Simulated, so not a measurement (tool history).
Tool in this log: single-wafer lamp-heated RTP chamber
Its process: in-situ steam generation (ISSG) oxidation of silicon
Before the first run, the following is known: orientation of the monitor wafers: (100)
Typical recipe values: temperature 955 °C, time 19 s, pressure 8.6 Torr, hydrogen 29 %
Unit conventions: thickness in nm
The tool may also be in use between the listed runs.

run   hour  temperature  time  pressure  hydrogen  read-back reference wafer on the same gauge, thickness  thickness
  1      0          955    19       8.6        29                                                   4.608      4.782
  2   63.7          955    19       8.6        29                                                   4.619      4.903
      95.5  -- pyrometer window cleaned and pyrometer calibrated
  3  120.2          955    25       8.6        29                                                   4.607      5.309
  4  158.8          955    25       8.6        29                                                   4.604       5.33
  5  216.6          955    19       8.6        29                                                    4.61      4.803
  6  275.4          955    19       8.6        29                                                   4.606      4.786
     299.8  -- gauge calibrated
  7  310.1          955    15       8.6        29                                                   4.608      4.368
     358.8  -- pressure gauge zeroed
  8  363.8          955    19       8.6        21                                                   4.615      4.465
  9  399.9          955    19       8.6        19                                                   4.614      4.402
       450  -- pyrometer window cleaned and pyrometer calibrated
 10  450.5          948    26       9.3        26                                                   4.606      5.118
 11  485.2          937    12       9.3        22                                                   4.609      3.492
 12  536.3          941    19       8.6        29                                                   4.612      4.595
     605.6  -- hydrogen flow controller replaced
 13  606.5          955    25       8.6        29                                                   4.609      5.402
 14  667.5          955    21       8.6        29                                                   4.607      5.007
 15    694          955    25       8.6        32                                                   4.608      5.497
     802.5  -- pyrometer window cleaned and pyrometer calibrated
 16  828.2          955    19       8.6        32                                                   4.606      4.888

Below are 3 alternative next runs, each starting from the tool's condition after run 16. Predict each:
  A  828.6          955    19       7.2        29                                                       ?          ?
  B  828.6          964    19       7.6        22                                                       ?          ?
  C  828.6          955    23       9.1        29                                                       ?          ?

run  read-back reference wafer on the same gauge, thickness  thickness
  A                                                   4.611      4.843
  B                                                   4.611      4.642
  C                                                   4.611      5.156
Take away the tool's hidden state, keep each run's random variation, and the runs would have read:
run  thickness
  A      4.812
  B       4.61
  C       5.12

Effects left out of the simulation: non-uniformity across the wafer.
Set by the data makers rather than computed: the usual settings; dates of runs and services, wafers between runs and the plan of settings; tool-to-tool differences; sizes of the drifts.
